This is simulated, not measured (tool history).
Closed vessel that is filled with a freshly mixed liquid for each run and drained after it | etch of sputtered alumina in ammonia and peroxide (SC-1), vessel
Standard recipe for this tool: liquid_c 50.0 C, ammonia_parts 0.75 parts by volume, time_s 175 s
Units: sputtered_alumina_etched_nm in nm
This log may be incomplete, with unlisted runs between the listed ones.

| run | hour | liquid_c | ammonia_parts | time_s | wafers since the last listed run | hours since the thermometer was replaced | hours since the ammonia flow meter was replaced | hours since the drum of ammonia solution was connected | hours since the gauge calibration | read-back film thickness of the sputtered alumina reference wafer, read on the same gauge (nm) | sputtered_alumina_etched_nm |
|---|---|---|---|---|---|---|---|---|---|---|---|
| 1 | 0.0 | 50.0 | 0.75 | 175 | 0 | 1789.9 | 175.9 | 52.4 | 131.2 | 140.00 | 7.86 |
| 2 | 71.5 | 50.0 | 0.75 | 175 | 6275 | 1861.4 | 247.4 | 123.9 | 202.7 | 139.98 | 7.80 |
| 3 | 101.6 | 54.5 | 0.75 | 175 | 2641 | 1891.5 | 277.5 | 154.0 | 232.8 | 140.01 | 9.98 |
| 4 | 157.9 | 50.0 | 0.75 | 175 | 4941 | 1947.8 | 333.8 | 210.3 | 289.1 | 140.02 | 7.76 |
| 5 | 186.6 | 50.0 | 0.75 | 175 | 2518 | 1976.5 | 362.5 | 239.0 | 317.8 | 140.01 | 7.74 |
| 6 | 216.0 | 50.0 | 0.75 | 175 | 2580 | 2005.9 | 391.9 | 268.4 | 347.2 | 139.99 | 7.73 |
| 7 | 240.8 | 50.0 | 0.65 | 175 | 2176 | 2030.7 | 416.7 | 293.2 | 372.0 | 140.01 | 7.65 |
| 8 | 306.3 | 50.0 | 0.65 | 175 | 5748 | 2096.2 | 482.2 | 358.7 | 437.5 | 140.00 | 7.61 |
| 9 | 353.3 | 50.0 | 0.65 | 175 | 4125 | 2143.2 | 529.2 | 405.7 | 484.5 | 140.00 | 7.60 |
| 10 | 386.6 | 48.0 | 0.75 | 175 | 2922 | 2176.5 | 562.5 | 439.0 | 517.8 | 140.02 | 6.91 |
|  | 436.7 | new drum of ammonia solution connected |
| 11 | 437.2 | 48.0 | 0.75 | 175 | 4353 | 2227.1 | 613.1 | 0.5 | 568.4 | 140.01 | 6.93 |
| 12 | 490.2 | 50.0 | 0.75 | 175 | 4651 | 2280.1 | 666.1 | 53.5 | 621.4 | 140.03 | 7.76 |
| 13 | 526.5 | 50.0 | 0.50 | 150 | 3186 | 2316.4 | 702.4 | 89.8 | 657.7 | 139.98 | 6.41 |
| 14 | 559.7 | 56.5 | 0.75 | 175 | 2913 | 2349.6 | 735.6 | 123.0 | 690.9 | 140.00 | 11.04 |
| 15 | 596.7 | 50.0 | 0.75 | 175 | 3247 | 2386.6 | 772.6 | 160.0 | 727.9 | 140.00 | 7.72 |
|  | 704.3 | ammonia flow meter replaced |
|  | 756.6 | gauge calibrated |
| 16 | 799.0 | 55.0 | 0.75 | 175 | 17667 | 2588.9 | 94.7 | 362.3 | 42.4 | 140.00 | 10.00 |
|  | 819.4 | thermometer replaced |
| 17 | 823.6 | 46.5 | 0.45 | 145 | 2071 | 4.2 | 119.3 | 386.9 | 67.0 | 140.00 | 5.21 |
| 18 | 865.8 | 50.0 | 0.90 | 225 | 3703 | 46.4 | 161.5 | 429.1 | 109.2 | 140.02 | 10.48 |
|  | 884.7 | new drum of ammonia solution connected |
| 19 | 924.6 | 41.0 | 0.45 | 220 | 5073 | 105.2 | 220.3 | 39.9 | 168.0 | 140.03 | 5.80 |
| 20 | 993.4 | 60.0 | 0.75 | 235 | 6038 | 174.0 | 289.1 | 108.7 | 236.8 | 139.99 | 18.41 |
| 21 | 1023.4 | 46.5 | 0.40 | 115 | 2633 | 204.0 | 319.1 | 138.7 | 266.8 | 139.98 | 4.11 |
| 22 | 1078.8 | 58.0 | 0.75 | 250 | 4862 | 259.4 | 374.5 | 194.1 | 322.2 | 139.96 | 17.62 |
| 23 | 1127.4 | 50.0 | 0.60 | 275 | 4265 | 308.0 | 423.1 | 242.7 | 370.8 | 140.00 | 12.29 |
| 24 | 1157.6 | 50.0 | 0.75 | 175 | 2650 | 338.2 | 453.3 | 272.9 | 401.0 | 140.04 | 8.03 |
| 25 | 1211.1 | 59.0 | 0.85 | 110 | 4695 | 391.7 | 506.8 | 326.4 | 454.5 | 139.99 | 8.22 |
| 26 | 1250.4 | 54.0 | 0.65 | 140 | 3449 | 431.0 | 546.1 | 365.7 | 493.8 | 140.01 | 7.81 |
| 27 | 1286.9 | 50.0 | 0.90 | 225 | 3203 | 467.5 | 582.6 | 402.2 | 530.3 | 140.00 | 10.40 |
|  | 1369.9 | new drum of ammonia solution connected |
| 28 | 1388.5 | 50.0 | 0.55 | 215 | 8829 | 569.1 | 684.2 | 18.6 | 631.9 | 139.96 | 9.57 |
| 29 | 1443.1 | 44.0 | 0.75 | 90 | 4792 | 623.7 | 738.8 | 73.2 | 686.5 | 140.02 | 2.94 |

Forecast each of these 3 alternatives for the next run:
| A | 1443.8 | 50.0 | 0.75 | 95 | 61 | 624.4 | 739.5 | 73.9 | 687.2 | ? | ? |
| B | 1443.8 | 41.5 | 1.00 | 100 | 61 | 624.4 | 739.5 | 73.9 | 687.2 | ? | ? |
| C | 1443.8 | 55.5 | 0.50 | 120 | 61 | 624.4 | 739.5 | 73.9 | 687.2 | ? | ? |

| run | read-back film thickness of the sputtered alumina reference wafer, read on the same gauge (nm) | sputtered_alumina_etched_nm |
|---|---|---|
| A | 139.99 | 4.33 |
| B | 139.99 | 2.89 |
| C | 139.99 | 7.09 |
Without the tool's hidden state the same runs would have given:
| run | sputtered_alumina_etched_nm |
|---|---|
| A | 4.41 |
| B | 2.95 |
| C | 7.22 |
